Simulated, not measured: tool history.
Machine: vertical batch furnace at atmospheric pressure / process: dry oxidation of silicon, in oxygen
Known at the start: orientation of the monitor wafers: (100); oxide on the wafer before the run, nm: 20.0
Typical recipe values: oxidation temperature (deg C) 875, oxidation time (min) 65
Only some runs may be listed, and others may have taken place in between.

run	hour	oxidation temperature (deg C)	oxidation time (min)	read-back reference wafer on the same gauge, thickness	oxide thickness on the monitor wafer (nm)
1	0	885	79.5	22.92	30.97
2	21.1	885	79.5	22.95	30.92
3	53.5	885	79.5	22.98	31.09
4	67.1	863	65	22.99	26.38
5	92.9	863	65	23.02	26.65
6	127.5	875	71.5	23.06	28.51
7	156.5	875	71.5	23.07	28.69
8	190.6	875	71.5	23.1	28.61
9	206	875	39.5	23.13	25.02
10	224.6	875	39.5	23.14	25.02
11	287.9	875	65	23.21	28.07
12	305.7	875	65	23.24	28.18
13	339.3	875	65	23.28	28.29
14	361.4	875	65	23.31	28.25
15	393.9	875	65	23.34	28.44
# hour 435.3: thermocouples replaced and temperature profile calibrated
16	435.8	875	65	23.42	28.42
17	441.5	875	65	23.42	28.39
18	457.3	882	50	23.44	27.31
19	470	882	50	23.45	27.33
20	491.4	875	65	23.49	28.45
# hour 509: gauge calibrated
21	522.8	851	65	22.55	24.93
22	535.4	897	78	22.54	32.15
23	566.2	854	89.5	22.56	27.11
# hour 620: boat lift adjusted
24	629.1	891	73	22.56	30.49
25	651.7	859	86.5	22.57	27.6
26	670.9	875	65	22.57	27.53
27	696.5	886	50	22.58	26.75
28	720.4	875	65	22.61	27.33
29	740.3	900	52.5	22.59	28.83
30	759.3	875	93.5	22.61	30.63
31	783.2	875	65	22.61	27.42
32	808	891	85.5	22.62	32.42
33	829.1	884	65	22.63	28.48
34	842.2	875	65	22.64	27.41
35	867.8	875	78.5	22.66	28.96
36	885.2	875	37.5	22.66	24.28
37	905.2	875	79	22.68	29.02
38	917.9	875	87	22.7	29.95
39	977.5	898	38	22.71	26.4

Give the tool's hidden conditions for every run:
true tube temperature minus thermocouple reading, K: 0 at every run
monitor wafer colder than the profiled boat position, K: 0 at every run
H1: gauge reads high (%)
run	H1
1	1.46
2	1.54
3	1.65
4	1.7
5	1.8
6	1.94
7	2.07
8	2.22
9	2.29
10	2.38
11	2.7
12	2.8
13	2.98
14	3.11
15	3.3
16	3.56
17	3.6
18	3.7
19	3.78
20	3.93
21	-0.206
22	-0.204
23	-0.195
24	-0.156
25	-0.135
26	-0.115
27	-0.0836
28	-0.0503
29	-0.0196
30	0.0124
31	0.0562
32	0.106
33	0.152
34	0.181
35	0.243
36	0.288
37	0.342
38	0.378
39	0.56

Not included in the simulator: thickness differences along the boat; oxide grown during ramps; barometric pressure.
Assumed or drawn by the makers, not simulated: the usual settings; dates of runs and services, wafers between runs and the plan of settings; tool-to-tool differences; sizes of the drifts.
